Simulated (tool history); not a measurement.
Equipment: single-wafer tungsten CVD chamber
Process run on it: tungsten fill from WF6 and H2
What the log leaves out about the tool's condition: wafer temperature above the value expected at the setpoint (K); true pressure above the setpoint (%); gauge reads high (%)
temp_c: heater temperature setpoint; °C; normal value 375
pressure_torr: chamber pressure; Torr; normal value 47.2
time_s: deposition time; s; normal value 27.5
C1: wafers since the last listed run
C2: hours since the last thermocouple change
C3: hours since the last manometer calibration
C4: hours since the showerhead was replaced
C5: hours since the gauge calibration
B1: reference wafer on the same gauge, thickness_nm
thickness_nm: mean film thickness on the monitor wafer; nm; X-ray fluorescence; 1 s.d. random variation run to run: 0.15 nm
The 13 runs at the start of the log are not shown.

{"hour": 585.2, "done": "gauge calibrated"}
{"run": 14, "hour": 607.0, "temp_c": 369, "pressure_torr": 40.5, "time_s": 30.7, "C1": 596, "C2": 841.6, "C3": 2723.2, "C4": 3102.8, "C5": 21.8, "B1": 71.441, "thickness_nm": 56.786}
{"run": 15, "hour": 640.4, "temp_c": 369, "pressure_torr": 47.2, "time_s": 23.5, "C1": 414, "C2": 875, "C3": 2756.6, "C4": 3136.2, "C5": 55.2, "B1": 71.403, "thickness_nm": 47.056}
{"run": 16, "hour": 677.8, "temp_c": 375, "pressure_torr": 47.2, "time_s": 27.5, "C1": 464, "C2": 912.4, "C3": 2794, "C4": 3173.6, "C5": 92.6, "B1": 71.374, "thickness_nm": 63.355}
{"hour": 717.4, "done": "capacitance manometer re-zeroed and calibrated"}
{"run": 17, "hour": 717.9, "temp_c": 375, "pressure_torr": 47.2, "time_s": 27.5, "C1": 398, "C2": 952.5, "C3": 0.5, "C4": 3213.7, "C5": 132.7, "B1": 71.469, "thickness_nm": 60.7}
{"run": 18, "hour": 760.3, "temp_c": 375, "pressure_torr": 47.2, "time_s": 27.5, "C1": 526, "C2": 994.9, "C3": 42.9, "C4": 3256.1, "C5": 175.1, "B1": 71.358, "thickness_nm": 60.401}
{"run": 19, "hour": 804.5, "temp_c": 375, "pressure_torr": 47.2, "time_s": 31.9, "C1": 549, "C2": 1039.1, "C3": 87.1, "C4": 3300.3, "C5": 219.3, "B1": 71.429, "thickness_nm": 70.182}
{"hour": 815.4, "done": "thermocouple changed; heater temperature recalibrated"}
{"run": 20, "hour": 834.2, "temp_c": 379, "pressure_torr": 57.5, "time_s": 23, "C1": 269, "C2": 18.8, "C3": 116.8, "C4": 3330, "C5": 249, "B1": 71.437, "thickness_nm": 62.292}
{"run": 21, "hour": 901.9, "temp_c": 375, "pressure_torr": 39.1, "time_s": 24.4, "C1": 840, "C2": 86.5, "C3": 184.5, "C4": 3397.7, "C5": 316.7, "B1": 71.428, "thickness_nm": 49.822}
{"run": 22, "hour": 1085.2, "temp_c": 375, "pressure_torr": 51.3, "time_s": 30.8, "C1": 2276, "C2": 269.8, "C3": 367.8, "C4": 3581, "C5": 500, "B1": 71.368, "thickness_nm": 72.196}
{"run": 23, "hour": 1114.8, "temp_c": 389, "pressure_torr": 36, "time_s": 29.9, "C1": 367, "C2": 299.4, "C3": 397.4, "C4": 3610.6, "C5": 529.6, "B1": 71.342, "thickness_nm": 80.838}
{"hour": 1139.6, "done": "showerhead replaced"}
{"run": 24, "hour": 1159.2, "temp_c": 375, "pressure_torr": 55.9, "time_s": 27.5, "C1": 452, "C2": 343.8, "C3": 441.8, "C4": 19.6, "C5": 574, "B1": 71.366, "thickness_nm": 66.772}
{"run": 25, "hour": 1200.1, "temp_c": 375, "pressure_torr": 47.2, "time_s": 25.7, "C1": 508, "C2": 384.7, "C3": 482.7, "C4": 60.5, "C5": 614.9, "B1": 71.381, "thickness_nm": 57.477}
{"run": 26, "hour": 1264.5, "temp_c": 375, "pressure_torr": 47.2, "time_s": 27.5, "C1": 799, "C2": 449.1, "C3": 547.1, "C4": 124.9, "C5": 679.3, "B1": 71.479, "thickness_nm": 61.463}
{"run": 27, "hour": 1289.6, "temp_c": 375, "pressure_torr": 47.2, "time_s": 31.6, "C1": 311, "C2": 474.2, "C3": 572.2, "C4": 150, "C5": 704.4, "B1": 71.388, "thickness_nm": 70.633}
{"run": 28, "hour": 1336.8, "temp_c": 375, "pressure_torr": 47.2, "time_s": 27.5, "C1": 586, "C2": 521.4, "C3": 619.4, "C4": 197.2, "C5": 751.6, "B1": 71.396, "thickness_nm": 61.315}
{"run": 29, "hour": 1366.0, "temp_c": 375, "pressure_torr": 47.2, "time_s": 27.5, "C1": 362, "C2": 550.6, "C3": 648.6, "C4": 226.4, "C5": 780.8, "B1": 71.372, "thickness_nm": 61.348}
{"run": 30, "hour": 1399.7, "temp_c": 375, "pressure_torr": 55.1, "time_s": 27.5, "C1": 418, "C2": 584.3, "C3": 682.3, "C4": 260.1, "C5": 814.5, "B1": 71.448, "thickness_nm": 66.419}
{"run": 31, "hour": 1540.2, "temp_c": 375, "pressure_torr": 47.2, "time_s": 27.5, "C1": 1745, "C2": 724.8, "C3": 822.8, "C4": 400.6, "C5": 955, "B1": 71.347, "thickness_nm": 61.63}
{"run": 32, "hour": 1577.7, "temp_c": 385, "pressure_torr": 38.3, "time_s": 32.6, "C1": 465, "C2": 762.3, "C3": 860.3, "C4": 438.1, "C5": 992.5, "B1": 71.393, "thickness_nm": 82.498}
{"run": 33, "hour": 1647.1, "temp_c": 370, "pressure_torr": 47.2, "time_s": 24.9, "C1": 862, "C2": 831.7, "C3": 929.7, "C4": 507.5, "C5": 1061.9, "B1": 71.406, "thickness_nm": 49.236}
{"hour": 1678.9, "done": "thermocouple changed; heater temperature recalibrated"}
{"run": 34, "hour": 1700.3, "temp_c": 384, "pressure_torr": 47.2, "time_s": 30.6, "C1": 561, "C2": 21.4, "C3": 982.9, "C4": 560.7, "C5": 1115.1, "B1": 71.408, "thickness_nm": 84.641}

Branching from run 34: 4 alternative next runs. What would each branch give?
{"run": "A", "hour": 1700.7, "temp_c": 375, "pressure_torr": 47.2, "time_s": 27.5, "C1": 4, "C2": 21.8, "C3": 983.3, "C4": 561.1, "C5": 1115.5, "B1": "?", "thickness_nm": "?"}
{"run": "B", "hour": 1700.7, "temp_c": 387, "pressure_torr": 47.2, "time_s": 27.5, "C1": 4, "C2": 21.8, "C3": 983.3, "C4": 561.1, "C5": 1115.5, "B1": "?", "thickness_nm": "?"}
{"run": "C", "hour": 1700.7, "temp_c": 362, "pressure_torr": 50.6, "time_s": 31.1, "C1": 4, "C2": 21.8, "C3": 983.3, "C4": 561.1, "C5": 1115.5, "B1": "?", "thickness_nm": "?"}
{"run": "D", "hour": 1700.7, "temp_c": 381, "pressure_torr": 51.9, "time_s": 22.6, "C1": 4, "C2": 21.8, "C3": 983.3, "C4": 561.1, "C5": 1115.5, "B1": "?", "thickness_nm": "?"}

run=A B1=71.461 thickness_nm=61.784
run=B B1=71.461 thickness_nm=81.371
run=C B1=71.461 thickness_nm=52.672
run=D B1=71.461 thickness_nm=61.086
With no hidden state in the tool, these same runs would have given:
run=A thickness_nm=61.502
run=B thickness_nm=80.999
run=C thickness_nm=52.434
run=D thickness_nm=60.815
